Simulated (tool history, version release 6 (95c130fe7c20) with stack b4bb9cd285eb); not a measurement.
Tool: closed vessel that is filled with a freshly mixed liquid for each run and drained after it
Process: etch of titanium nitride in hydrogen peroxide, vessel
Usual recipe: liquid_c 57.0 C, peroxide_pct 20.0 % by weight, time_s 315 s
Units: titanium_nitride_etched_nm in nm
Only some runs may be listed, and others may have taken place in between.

| run | hour | liquid_c | peroxide_pct | time_s | wafers since the last listed run | hours since the thermometer was replaced | hours since the peroxide flow meter was replaced | hours since the drum of peroxide was connected | hours since the gauge calibration | read-back film thickness of the titanium nitride reference wafer, read on the same gauge (nm) | titanium_nitride_etched_nm |
|---|---|---|---|---|---|---|---|---|---|---|---|
| 1 | 0.0 | 57.0 | 20.0 | 360 | 0 | 922.7 | 791.2 | 549.3 | 3662.2 | 119.97 | 20.05 |
| 2 | 43.3 | 57.0 | 20.0 | 315 | 4190 | 966.0 | 834.5 | 592.6 | 3705.5 | 119.98 | 17.54 |
| 3 | 83.1 | 59.5 | 20.0 | 315 | 3851 | 1005.8 | 874.3 | 632.4 | 3745.3 | 120.05 | 20.77 |
| 4 | 143.5 | 59.5 | 20.0 | 315 | 5844 | 1066.2 | 934.7 | 692.8 | 3805.7 | 120.00 | 20.69 |
|  | 162.6 | peroxide flow meter replaced |
| 5 | 217.0 | 57.0 | 20.0 | 165 | 7015 | 1139.7 | 54.4 | 766.3 | 3879.2 | 120.01 | 9.21 |
| 6 | 271.1 | 52.5 | 20.0 | 315 | 5235 | 1193.8 | 108.5 | 820.4 | 3933.3 | 119.96 | 12.73 |
| 7 | 331.6 | 49.5 | 15.5 | 485 | 5854 | 1254.3 | 169.0 | 880.9 | 3993.8 | 120.01 | 15.05 |
| 8 | 368.2 | 52.0 | 23.5 | 315 | 3541 | 1290.9 | 205.6 | 917.5 | 4030.4 | 120.02 | 12.89 |
| 9 | 431.0 | 57.0 | 20.0 | 315 | 6077 | 1353.7 | 268.4 | 980.3 | 4093.2 | 119.97 | 17.50 |
| 10 | 492.5 | 52.0 | 23.5 | 315 | 5951 | 1415.2 | 329.9 | 1041.8 | 4154.7 | 119.97 | 12.94 |
|  | 524.5 | new drum of peroxide connected |
| 11 | 576.7 | 63.0 | 14.5 | 315 | 8051 | 1499.4 | 414.1 | 52.2 | 4238.9 | 120.01 | 25.04 |
| 12 | 681.4 | 50.0 | 14.5 | 430 | 10131 | 1604.1 | 518.8 | 156.9 | 4343.6 | 119.95 | 13.97 |
| 13 | 763.5 | 57.0 | 20.0 | 315 | 7944 | 1686.2 | 600.9 | 239.0 | 4425.7 | 120.02 | 17.77 |
| 14 | 839.4 | 61.5 | 23.5 | 450 | 7344 | 1762.1 | 676.8 | 314.9 | 4501.6 | 120.02 | 35.81 |
| 15 | 945.4 | 57.0 | 22.5 | 440 | 10257 | 1868.1 | 782.8 | 420.9 | 4607.6 | 120.02 | 25.56 |
| 16 | 1011.0 | 57.0 | 20.0 | 315 | 6348 | 1933.7 | 848.4 | 486.5 | 4673.2 | 120.01 | 17.89 |
|  | 1124.7 | thermometer replaced |
|  | 1213.0 | peroxide flow meter replaced |
| 17 | 1304.4 | 61.0 | 16.5 | 465 | 28198 | 179.7 | 91.4 | 779.9 | 4966.6 | 119.99 | 32.16 |
| 18 | 1358.0 | 48.0 | 14.5 | 175 | 5186 | 233.3 | 145.0 | 833.5 | 5020.2 | 120.03 | 4.74 |
| 19 | 1406.0 | 57.0 | 15.5 | 395 | 4644 | 281.3 | 193.0 | 881.5 | 5068.2 | 119.99 | 20.63 |
|  | 1474.8 | gauge calibrated |
| 20 | 1487.7 | 57.0 | 20.0 | 315 | 7906 | 363.0 | 274.7 | 963.2 | 12.9 | 119.98 | 17.42 |

Expected results for the next run?
|  | 1559.3 | new drum of peroxide connected |
| 21 | 1572.8 | 64.0 | 20.0 | 390 | 8138 | 448.1 | 359.8 | 13.5 | 98.0 | ? | ? |

read-back film thickness of the titanium nitride reference wafer, read on the same gauge (nm): 120.00
titanium_nitride_etched_nm: 35.01 nm
With the hidden condition absent and the run-to-run variation left alone, this run would have shown titanium_nitride_etched_nm 34.39 nm.
